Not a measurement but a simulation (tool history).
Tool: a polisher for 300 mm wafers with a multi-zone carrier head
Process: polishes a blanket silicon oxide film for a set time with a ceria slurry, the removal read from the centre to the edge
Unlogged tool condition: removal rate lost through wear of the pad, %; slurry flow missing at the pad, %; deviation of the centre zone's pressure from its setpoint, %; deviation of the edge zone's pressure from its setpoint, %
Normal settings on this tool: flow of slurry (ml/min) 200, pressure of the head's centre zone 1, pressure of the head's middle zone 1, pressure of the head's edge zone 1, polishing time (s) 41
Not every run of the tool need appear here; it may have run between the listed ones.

run	hour	flow of slurry (ml/min)	pressure of the head's centre zone	pressure of the head's middle zone	pressure of the head's edge zone	polishing time (s)	wafers since the last listed run	wafers polished on this pad	hours since the slurry nozzle was cleaned	hours since the centre zone pressure was calibrated	hours since the edge zone pressure was calibrated	hours since the carrier head's membrane was replaced	incoming thickness of the incoming film, nm	film removed at the wafer's centre (Å)	film removed at mid-radius (Å)	film removed at the wafer's edge (Å)
1	0	135	1	1	1	33	0	1753	49	205.5	362.9	439.1	1845.3	992	978	1044
# hour 23.1: worn pad replaced by a new one
2	35.3	200	1	1	1	41	215	83	84.3	240.8	398.2	474.4	1866.7	1345	1343	1355
3	64.5	235	0.93	1	1.07	29	200	284	113.5	270	427.4	503.6	1851.1	939	982	1022
4	81.1	200	1	1	1	41	114	398	130.1	286.6	444	520.2	1897.3	1344	1337	1367
5	96.9	200	1	1	1	41	108	507	145.9	302.4	459.8	536	1875.3	1342	1330	1344
6	129.3	200	1	1	1.11	47	222	730	178.3	334.8	492.2	568.4	1875.3	1576	1517	1672
7	142.9	200	1	0.91	1.09	41	93	823	191.9	348.4	505.8	582	1852	1348	1273	1436
8	176.5	200	1	1	1	41	231	1054	225.5	382	539.4	615.6	1884.8	1314	1327	1346
9	201.5	200	0.92	1	1	50	171	1226	250.5	407	564.4	640.6	1902.7	1532	1633	1643
10	226.3	200	0.97	1	1	52	170	1397	275.3	431.8	589.2	665.4	1855.9	1631	1678	1704
11	256.2	200	1	1	1	41	205	1602	305.2	461.7	619.1	695.3	1890.3	1332	1316	1367
12	270.1	240	1	1	1	46	95	1698	319.1	475.6	633	709.2	1867.6	1558	1526	1579
13	283.8	200	0.9	1	1	41	94	1792	332.8	489.3	646.7	722.9	1850	1220	1316	1352
# hour 302.6: worn pad replaced by a new one
14	303.2	200	1	1	0.88	41	105	3	352.2	508.7	666.1	742.3	1848.3	1306	1308	1292
15	329.3	265	1	1	1	47	179	183	378.3	534.8	692.2	768.4	1868.9	1594	1570	1615
16	356	200	1	1	1.06	50	183	366	405	561.5	718.9	795.1	1875.7	1579	1588	1682
17	375.9	150	1.11	1	1	47	136	503	424.9	581.4	738.8	815	1844.2	1498	1371	1464
18	393.5	200	1.05	1	0.9	29	121	624	442.5	599	756.4	832.6	1847	969	913	883
19	413.3	235	1.12	1	1	41	136	760	462.3	618.8	776.2	852.4	1895.4	1449	1330	1352
20	517.9	245	1	1	0.91	49	719	1480	566.9	723.4	880.8	957	1899.6	1576	1546	1544
# hour 537.8: slurry nozzle cleaned
# hour 544.1: edge zone pressure recalibrated
21	609.5	200	1	1	1	41	609	2089	71.7	815	65.4	1048.6	1884	1374	1362	1380
22	633	200	1	1	1.11	31	161	2250	95.2	838.5	88.9	1072.1	1884.4	1029	1026	1111

Predict each of these 4 candidate next runs independently; none follows another, all start after run 22:
A	633.4	200	0.93	1	1	41	2	2253	95.6	838.9	89.3	1072.5	1883	?	?	?
B	633.4	130	1	1	1	41	2	2253	95.6	838.9	89.3	1072.5	1883	?	?	?
C	633.4	200	1.09	1.11	1	41	2	2253	95.6	838.9	89.3	1072.5	1883	?	?	?
D	633.4	150	1.11	0.92	1	41	2	2253	95.6	838.9	89.3	1072.5	1883	?	?	?

run	film removed at the wafer's centre (Å)	film removed at mid-radius (Å)	film removed at the wafer's edge (Å)
A	1295	1355	1371
B	1238	1238	1284
C	1470	1453	1369
D	1401	1214	1318
Take away the tool's hidden state, keep each run's random variation, and the runs would have read:
run	film removed at the wafer's centre (Å)	film removed at mid-radius (Å)	film removed at the wafer's edge (Å)
A	1297	1357	1373
B	1242	1241	1286
C	1473	1455	1371
D	1404	1217	1320
